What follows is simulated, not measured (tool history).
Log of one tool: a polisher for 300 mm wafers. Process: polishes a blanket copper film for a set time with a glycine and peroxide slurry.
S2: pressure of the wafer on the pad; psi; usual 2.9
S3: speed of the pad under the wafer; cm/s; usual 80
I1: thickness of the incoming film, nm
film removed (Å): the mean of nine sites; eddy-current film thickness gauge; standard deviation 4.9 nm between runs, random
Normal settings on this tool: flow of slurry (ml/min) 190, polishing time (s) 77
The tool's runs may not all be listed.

Run 1, hour 0.0: usual settings but flow of slurry (ml/min) 150, S3 86 cm/s; I1 1619.5. Result: film removed (Å) 4021.
At hour 50.1: slurry nozzle cleaned.
Run 2, hour 51.5: usual settings; I1 1617.5. Result: film removed (Å) 3994.
Run 3, hour 127.0: usual settings but polishing time (s) 92; I1 1651.9. Result: film removed (Å) 4794.
At hour 133.3: worn pad replaced by a new one.
Run 4, hour 221.2: usual settings but flow of slurry (ml/min) 230; I1 1612.3. Result: film removed (Å) 4088.
Run 5, hour 281.8: usual settings but flow of slurry (ml/min) 230; I1 1634.6. Result: film removed (Å) 4109.
At hour 304.3: slurry nozzle cleaned.
At hour 349.9: worn pad replaced by a new one.
Run 6, hour 379.7: usual settings but flow of slurry (ml/min) 230; I1 1645.9. Result: film removed (Å) 4126.
At hour 403.5: head pressure recalibrated.
Run 7, hour 448.3: usual settings but flow of slurry (ml/min) 175; I1 1646.4. Result: film removed (Å) 4132.
Run 8, hour 484.7: usual settings but flow of slurry (ml/min) 175; I1 1660.6. Result: film removed (Å) 4028.
At hour 552.3: head pressure recalibrated, repeated, since the last time left the tool worse.
At hour 555.2: worn pad replaced by a new one.
At hour 557.9: slurry nozzle cleaned.
Run 9, hour 560.3: usual settings but S3 92 cm/s; I1 1643.4. Result: film removed (Å) 4223.
Run 10, hour 666.1: usual settings but S3 62 cm/s; I1 1636.5. Result: film removed (Å) 3381.
Run 11, hour 722.0: usual settings but flow of slurry (ml/min) 150, S3 60 cm/s; I1 1661.8. Result: film removed (Å) 3118.
At hour 807.1: worn pad replaced by a new one.
At hour 811.6: slurry nozzle cleaned.
Run 12, hour 825.2: usual settings but S3 102 cm/s; I1 1635.6. Result: film removed (Å) 4570.
Run 13, hour 924.0: usual settings but flow of slurry (ml/min) 235, S2 3.5 psi; I1 1656.4. Result: film removed (Å) 4676.
At hour 1021.7: worn pad replaced by a new one.
Run 14, hour 1030.9: usual settings; I1 1641.9. Result: film removed (Å) 3897.
At hour 1036.1: slurry nozzle cleaned.
Run 15, hour 1070.7: usual settings but flow of slurry (ml/min) 135, S3 60 cm/s; I1 1667.6. Result: film removed (Å) 3125.
Run 16, hour 1166.1: usual settings but flow of slurry (ml/min) 150, S3 60 cm/s; I1 1625.8. Result: film removed (Å) 3202.

For some of the steps in film removed (Å) from one run to the next: how much would appear even if the tool had no hidden state, given the settings, what came in and random variation, and how much remains for the hidden state plus any gauge scatter that the measured result and the result without hidden state don't share?
The hidden state here: removal rate lost through wear of the pad, %; slurry flow missing at the pad, %; deviation of the head's pressure from its setpoint, %.
Run 8 -> 9: flow of slurry (ml/min) 175 -> 190, S3 80 -> 92, head pressure recalibrated, repeated, since the last time left the tool worse, worn pad replaced by a new one, slurry nozzle cleaned. film removed (Å) +195: hidden state -374, all else +569.
Run 11 -> 12: flow of slurry (ml/min) 150 -> 190, S3 60 -> 102, worn pad replaced by a new one, slurry nozzle cleaned. film removed (Å) +1452: hidden state +72, all else +1380.
